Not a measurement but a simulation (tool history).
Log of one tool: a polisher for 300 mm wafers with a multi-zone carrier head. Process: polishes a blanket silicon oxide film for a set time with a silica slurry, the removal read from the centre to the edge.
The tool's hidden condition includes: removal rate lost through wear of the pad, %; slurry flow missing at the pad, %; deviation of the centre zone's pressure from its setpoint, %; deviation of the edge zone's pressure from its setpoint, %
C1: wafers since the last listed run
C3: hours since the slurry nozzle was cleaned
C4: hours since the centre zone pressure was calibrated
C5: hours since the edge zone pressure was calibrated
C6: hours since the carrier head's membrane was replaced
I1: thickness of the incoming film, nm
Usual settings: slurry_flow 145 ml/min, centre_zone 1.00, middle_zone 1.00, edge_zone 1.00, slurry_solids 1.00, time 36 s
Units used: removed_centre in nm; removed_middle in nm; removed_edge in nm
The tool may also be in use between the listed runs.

{"run": 1, "hour": 0.0, "slurry_flow": 145, "centre_zone": 1.11, "middle_zone": 1.07, "edge_zone": 1.09, "slurry_solids": 1.0, "time": 26, "C1": 0, "wafers polished on this pad": 5217, "C3": 384.3, "C4": 135.0, "C5": 162.7, "C6": 122.8, "I1": 947.0, "removed_centre": 80.3, "removed_middle": 73.2, "removed_edge": 73.0}
{"hour": 58.8, "done": "worn pad replaced by a new one"}
{"run": 2, "hour": 67.1, "slurry_flow": 145, "centre_zone": 1.0, "middle_zone": 1.0, "edge_zone": 1.0, "slurry_solids": 1.0, "time": 44, "C1": 691, "wafers polished on this pad": 90, "C3": 451.4, "C4": 202.1, "C5": 229.8, "C6": 189.9, "I1": 940.2, "removed_centre": 137.9, "removed_middle": 135.5, "removed_edge": 136.9}
{"run": 3, "hour": 115.2, "slurry_flow": 145, "centre_zone": 1.0, "middle_zone": 1.0, "edge_zone": 1.0, "slurry_solids": 1.0, "time": 36, "C1": 526, "wafers polished on this pad": 617, "C3": 499.5, "C4": 250.2, "C5": 277.9, "C6": 238.0, "I1": 926.6, "removed_centre": 111.0, "removed_middle": 110.7, "removed_edge": 108.6}
{"run": 4, "hour": 150.3, "slurry_flow": 145, "centre_zone": 1.0, "middle_zone": 1.0, "edge_zone": 1.0, "slurry_solids": 1.0, "time": 36, "C1": 384, "wafers polished on this pad": 1002, "C3": 534.6, "C4": 285.3, "C5": 313.0, "C6": 273.1, "I1": 931.1, "removed_centre": 109.0, "removed_middle": 109.3, "removed_edge": 109.8}
{"hour": 168.7, "done": "slurry nozzle cleaned"}
{"run": 5, "hour": 186.2, "slurry_flow": 145, "centre_zone": 1.0, "middle_zone": 1.0, "edge_zone": 1.0, "slurry_solids": 0.9, "time": 36, "C1": 382, "wafers polished on this pad": 1384, "C3": 17.5, "C4": 321.2, "C5": 348.9, "C6": 309.0, "I1": 928.4, "removed_centre": 99.3, "removed_middle": 101.3, "removed_edge": 100.4}
{"run": 6, "hour": 227.9, "slurry_flow": 105, "centre_zone": 1.0, "middle_zone": 1.0, "edge_zone": 1.0, "slurry_solids": 0.9, "time": 36, "C1": 456, "wafers polished on this pad": 1841, "C3": 59.2, "C4": 362.9, "C5": 390.6, "C6": 350.7, "I1": 947.2, "removed_centre": 91.4, "removed_middle": 92.6, "removed_edge": 93.6}
{"run": 7, "hour": 297.6, "slurry_flow": 145, "centre_zone": 1.0, "middle_zone": 1.0, "edge_zone": 1.12, "slurry_solids": 1.0, "time": 36, "C1": 763, "wafers polished on this pad": 2604, "C3": 128.9, "C4": 432.6, "C5": 460.3, "C6": 420.4, "I1": 945.4, "removed_centre": 103.9, "removed_middle": 104.3, "removed_edge": 109.0}
{"run": 8, "hour": 367.1, "slurry_flow": 130, "centre_zone": 1.07, "middle_zone": 0.91, "edge_zone": 1.0, "slurry_solids": 0.9, "time": 36, "C1": 761, "wafers polished on this pad": 3366, "C3": 198.4, "C4": 502.1, "C5": 529.8, "C6": 489.9, "I1": 938.9, "removed_centre": 100.2, "removed_middle": 85.4, "removed_edge": 93.4}
{"run": 9, "hour": 411.2, "slurry_flow": 110, "centre_zone": 1.06, "middle_zone": 1.0, "edge_zone": 1.09, "slurry_solids": 0.7, "time": 36, "C1": 483, "wafers polished on this pad": 3849, "C3": 242.5, "C4": 546.2, "C5": 573.9, "C6": 534.0, "I1": 932.6, "removed_centre": 74.5, "removed_middle": 71.2, "removed_edge": 75.5}
{"run": 10, "hour": 438.0, "slurry_flow": 145, "centre_zone": 1.0, "middle_zone": 1.0, "edge_zone": 1.0, "slurry_solids": 1.0, "time": 36, "C1": 293, "wafers polished on this pad": 4143, "C3": 269.3, "C4": 573.0, "C5": 600.7, "C6": 560.8, "I1": 933.2, "removed_centre": 98.7, "removed_middle": 98.7, "removed_edge": 100.6}
{"run": 11, "hour": 473.6, "slurry_flow": 105, "centre_zone": 1.0, "middle_zone": 1.0, "edge_zone": 0.94, "slurry_solids": 1.0, "time": 36, "C1": 390, "wafers polished on this pad": 4533, "C3": 304.9, "C4": 608.6, "C5": 636.3, "C6": 596.4, "I1": 935.4, "removed_centre": 89.3, "removed_middle": 91.6, "removed_edge": 90.6}
{"hour": 486.7, "done": "worn pad replaced by a new one"}
{"run": 12, "hour": 533.7, "slurry_flow": 145, "centre_zone": 1.08, "middle_zone": 1.0, "edge_zone": 1.0, "slurry_solids": 0.75, "time": 36, "C1": 614, "wafers polished on this pad": 514, "C3": 365.0, "C4": 668.7, "C5": 696.4, "C6": 656.5, "I1": 952.9, "removed_centre": 93.4, "removed_middle": 87.7, "removed_edge": 89.5}
{"run": 13, "hour": 580.6, "slurry_flow": 160, "centre_zone": 1.08, "middle_zone": 1.0, "edge_zone": 0.9, "slurry_solids": 1.0, "time": 36, "C1": 513, "wafers polished on this pad": 1028, "C3": 411.9, "C4": 715.6, "C5": 743.3, "C6": 703.4, "I1": 954.8, "removed_centre": 116.1, "removed_middle": 110.1, "removed_edge": 105.5}
{"run": 14, "hour": 608.4, "slurry_flow": 145, "centre_zone": 1.0, "middle_zone": 1.07, "edge_zone": 1.1, "slurry_solids": 1.0, "time": 36, "C1": 304, "wafers polished on this pad": 1333, "C3": 439.7, "C4": 743.4, "C5": 771.1, "C6": 731.2, "I1": 937.8, "removed_centre": 104.6, "removed_middle": 113.4, "removed_edge": 112.7}
{"run": 15, "hour": 645.0, "slurry_flow": 130, "centre_zone": 1.07, "middle_zone": 0.91, "edge_zone": 1.0, "slurry_solids": 0.9, "time": 36, "C1": 400, "wafers polished on this pad": 1734, "C3": 476.3, "C4": 780.0, "C5": 807.7, "C6": 767.8, "I1": 952.6, "removed_centre": 101.5, "removed_middle": 88.2, "removed_edge": 98.4}
{"hour": 686.9, "done": "slurry nozzle cleaned"}
{"run": 16, "hour": 712.3, "slurry_flow": 100, "centre_zone": 1.0, "middle_zone": 1.0, "edge_zone": 1.0, "slurry_solids": 1.0, "time": 36, "C1": 726, "wafers polished on this pad": 2460, "C3": 25.4, "C4": 847.3, "C5": 875.0, "C6": 835.1, "I1": 937.4, "removed_centre": 90.9, "removed_middle": 95.2, "removed_edge": 97.3}
{"run": 17, "hour": 756.8, "slurry_flow": 160, "centre_zone": 1.0, "middle_zone": 1.0, "edge_zone": 1.0, "slurry_solids": 1.15, "time": 36, "C1": 487, "wafers polished on this pad": 2947, "C3": 69.9, "C4": 891.8, "C5": 919.5, "C6": 879.6, "I1": 928.9, "removed_centre": 110.6, "removed_middle": 114.1, "removed_edge": 115.5}
{"run": 18, "hour": 827.4, "slurry_flow": 125, "centre_zone": 1.0, "middle_zone": 1.0, "edge_zone": 1.0, "slurry_solids": 1.0, "time": 36, "C1": 773, "wafers polished on this pad": 3721, "C3": 140.5, "C4": 962.4, "C5": 990.1, "C6": 950.2, "I1": 949.1, "removed_centre": 93.4, "removed_middle": 96.7, "removed_edge": 99.2}
{"run": 19, "hour": 896.1, "slurry_flow": 145, "centre_zone": 1.0, "middle_zone": 1.0, "edge_zone": 1.0, "slurry_solids": 1.0, "time": 36, "C1": 752, "wafers polished on this pad": 4473, "C3": 209.2, "C4": 1031.1, "C5": 1058.8, "C6": 1018.9, "I1": 949.4, "removed_centre": 94.3, "removed_middle": 98.2, "removed_edge": 99.2}
{"run": 20, "hour": 961.2, "slurry_flow": 145, "centre_zone": 1.0, "middle_zone": 1.0, "edge_zone": 1.0, "slurry_solids": 1.0, "time": 36, "C1": 713, "wafers polished on this pad": 5187, "C3": 274.3, "C4": 1096.2, "C5": 1123.9, "C6": 1084.0, "I1": 931.8, "removed_centre": 91.5, "removed_middle": 96.1, "removed_edge": 97.3}
{"run": 21, "hour": 1003.9, "slurry_flow": 145, "centre_zone": 1.0, "middle_zone": 1.0, "edge_zone": 1.0, "slurry_solids": 1.0, "time": 36, "C1": 467, "wafers polished on this pad": 5654, "C3": 317.0, "C4": 1138.9, "C5": 1166.6, "C6": 1126.7, "I1": 943.2, "removed_centre": 90.9, "removed_middle": 94.4, "removed_edge": 93.8}
{"hour": 1036.5, "done": "worn pad replaced by a new one"}
{"hour": 1051.3, "done": "edge zone pressure recalibrated"}
{"run": 22, "hour": 1053.8, "slurry_flow": 130, "centre_zone": 1.0, "middle_zone": 0.92, "edge_zone": 1.0, "slurry_solids": 1.0, "time": 36, "C1": 480, "wafers polished on this pad": 167, "C3": 366.9, "C4": 1188.8, "C5": 2.5, "C6": 1176.6, "I1": 931.3, "removed_centre": 103.8, "removed_middle": 100.4, "removed_edge": 107.6}

Here are 3 independent what-if runs from the current tool condition. What would each one return?
{"run": "A", "hour": 1054.2, "slurry_flow": 145, "centre_zone": 1.04, "middle_zone": 1.0, "edge_zone": 1.0, "slurry_solids": 1.0, "time": 36, "C1": 4, "wafers polished on this pad": 171, "C3": 367.3, "C4": 1189.2, "C5": 2.9, "C6": 1177.0, "I1": 928.7, "removed_centre": "?", "removed_middle": "?", "removed_edge": "?"}
{"run": "B", "hour": 1054.2, "slurry_flow": 145, "centre_zone": 1.0, "middle_zone": 0.88, "edge_zone": 1.0, "slurry_solids": 1.0, "time": 36, "C1": 4, "wafers polished on this pad": 171, "C3": 367.3, "C4": 1189.2, "C5": 2.9, "C6": 1177.0, "I1": 928.7, "removed_centre": "?", "removed_middle": "?", "removed_edge": "?"}
{"run": "C", "hour": 1054.2, "slurry_flow": 180, "centre_zone": 1.0, "middle_zone": 1.0, "edge_zone": 1.0, "slurry_solids": 1.0, "time": 36, "C1": 4, "wafers polished on this pad": 171, "C3": 367.3, "C4": 1189.2, "C5": 2.9, "C6": 1177.0, "I1": 928.7, "removed_centre": "?", "removed_middle": "?", "removed_edge": "?"}

run=A removed_centre=107.2 removed_middle=110.4 removed_edge=111.7
run=B removed_centre=103.0 removed_middle=99.2 removed_edge=111.9
run=C removed_centre=107.8 removed_middle=114.9 removed_edge=115.0
With the hidden condition removed and each run's random variation left untouched, the same runs would have given:
run=A removed_centre=116.0 removed_middle=111.6 removed_edge=113.0
run=B removed_centre=111.4 removed_middle=100.3 removed_edge=113.2
run=C removed_centre=116.6 removed_middle=116.1 removed_edge=116.2

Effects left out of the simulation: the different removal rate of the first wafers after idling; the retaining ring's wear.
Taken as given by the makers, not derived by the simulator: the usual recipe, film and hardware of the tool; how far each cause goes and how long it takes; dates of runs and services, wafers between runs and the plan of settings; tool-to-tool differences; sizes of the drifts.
